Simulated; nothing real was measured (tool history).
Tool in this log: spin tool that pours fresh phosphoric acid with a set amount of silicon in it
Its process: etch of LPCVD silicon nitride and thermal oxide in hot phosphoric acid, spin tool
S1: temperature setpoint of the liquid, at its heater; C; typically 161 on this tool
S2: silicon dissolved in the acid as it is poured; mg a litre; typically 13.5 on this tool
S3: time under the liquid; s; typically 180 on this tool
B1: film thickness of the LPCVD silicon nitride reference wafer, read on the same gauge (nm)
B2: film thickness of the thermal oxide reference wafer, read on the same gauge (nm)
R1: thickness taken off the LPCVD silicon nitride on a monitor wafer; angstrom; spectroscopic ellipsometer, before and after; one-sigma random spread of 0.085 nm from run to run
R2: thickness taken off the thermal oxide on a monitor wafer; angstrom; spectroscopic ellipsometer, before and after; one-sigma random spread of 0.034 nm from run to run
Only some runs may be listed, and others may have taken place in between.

run 1 hour=0 | S1=161 S2=13.5 S3=180 | B1=29.97 B2=70.034 | R1=162.3 R2=3.95
run 2 hour=45.7 | S1=161 S2=13.5 S3=180 | B1=30.01 B2=70.012 | R1=160.3 R2=4.49
run 3 hour=84.3 | S1=161 S2=16 S3=180 | B1=29.97 B2=69.978 | R1=161.7 R2=3.76
run 4 hour=182.6 | S1=161 S2=16 S3=180 | B1=29.97 B2=70.002 | R1=162 R2=4.62
run 5 hour=216.6 | S1=163 S2=13.5 S3=180 | B1=29.99 B2=69.996 | R1=173 R2=4.44
run 6 hour=249.9 | S1=161 S2=13.5 S3=180 | B1=30.03 B2=69.997 | R1=161 R2=4.53
run 7 hour=298.9 | S1=161 S2=13.5 S3=180 | B1=30.02 B2=70.015 | R1=159.7 R2=4.57
run 8 hour=341.8 | S1=161 S2=13.5 S3=180 | B1=30.01 B2=70.024 | R1=161.2 R2=3.96
run 9 hour=392 | S1=161.5 S2=13.5 S3=180 | B1=30.02 B2=70.009 | R1=164.8 R2=4.75
run 10 hour=434.5 | S1=161 S2=13.5 S3=180 | B1=29.98 B2=70.007 | R1=162.6 R2=4.1
run 11 hour=476.8 | S1=162 S2=13.5 S3=285 | B1=30.01 B2=70.01 | R1=266.2 R2=7.6
-- hour=552.3 heated supply line repaired
run 12 hour=650.1 | S1=161 S2=17 S3=180 | B1=29.97 B2=69.98 | R1=162.1 R2=3.59
-- hour=691.2 thermometer replaced
run 13 hour=714.6 | S1=161 S2=19 S3=180 | B1=29.99 B2=70.003 | R1=153.2 R2=3.51
run 14 hour=783.7 | S1=161 S2=13.5 S3=180 | B1=30.05 B2=70.002 | R1=154.5 R2=4.49
run 15 hour=838.5 | S1=160 S2=8 S3=240 | B1=29.97 B2=70.023 | R1=199.5 R2=5.34
-- hour=839.6 dissolved silicon flow meter replaced
-- hour=846.6 gauge calibrated
run 16 hour=879.7 | S1=161 S2=9.5 S3=180 | B1=30 B2=70.012 | R1=154.8 R2=4.09
run 17 hour=958.3 | S1=162.5 S2=24.5 S3=150 | B1=29.99 B2=70.01 | R1=136.4 R2=2.65
run 18 hour=997.4 | S1=163.5 S2=9.5 S3=120 | B1=29.97 B2=70.002 | R1=112.4 R2=3.04
run 19 hour=1066 | S1=159 S2=13.5 S3=240 | B1=29.99 B2=69.994 | R1=193.5 R2=4.7
run 20 hour=1104.7 | S1=159.5 S2=13.5 S3=240 | B1=30 B2=69.993 | R1=197.3 R2=3.9
run 21 hour=1134.4 | S1=161 S2=17.5 S3=180 | B1=30 B2=69.998 | R1=154.8 R2=3.53
run 22 hour=1182 | S1=159 S2=7 S3=75 | B1=30.01 B2=69.988 | R1=60.7 R2=1.77

Give the tool's hidden conditions for every run:
dissolved silicon flow above the setpoint (%): 0, the same for each run
temperature lost on the way to the wafer (K): 0, the same for each run
gauge reads high (%): 0, the same for each run
H1: liquid hotter than its thermometer reads (K)
run=1 H1=1.34
run=2 H1=1.37
run=3 H1=1.4
run=4 H1=1.46
run=5 H1=1.48
run=6 H1=1.51
run=7 H1=1.54
run=8 H1=1.57
run=9 H1=1.6
run=10 H1=1.63
run=11 H1=1.66
run=12 H1=1.78
run=13 H1=0.101
run=14 H1=0.147
run=15 H1=0.184
run=16 H1=0.212
run=17 H1=0.265
run=18 H1=0.291
run=19 H1=0.337
run=20 H1=0.363
run=21 H1=0.383
run=22 H1=0.415

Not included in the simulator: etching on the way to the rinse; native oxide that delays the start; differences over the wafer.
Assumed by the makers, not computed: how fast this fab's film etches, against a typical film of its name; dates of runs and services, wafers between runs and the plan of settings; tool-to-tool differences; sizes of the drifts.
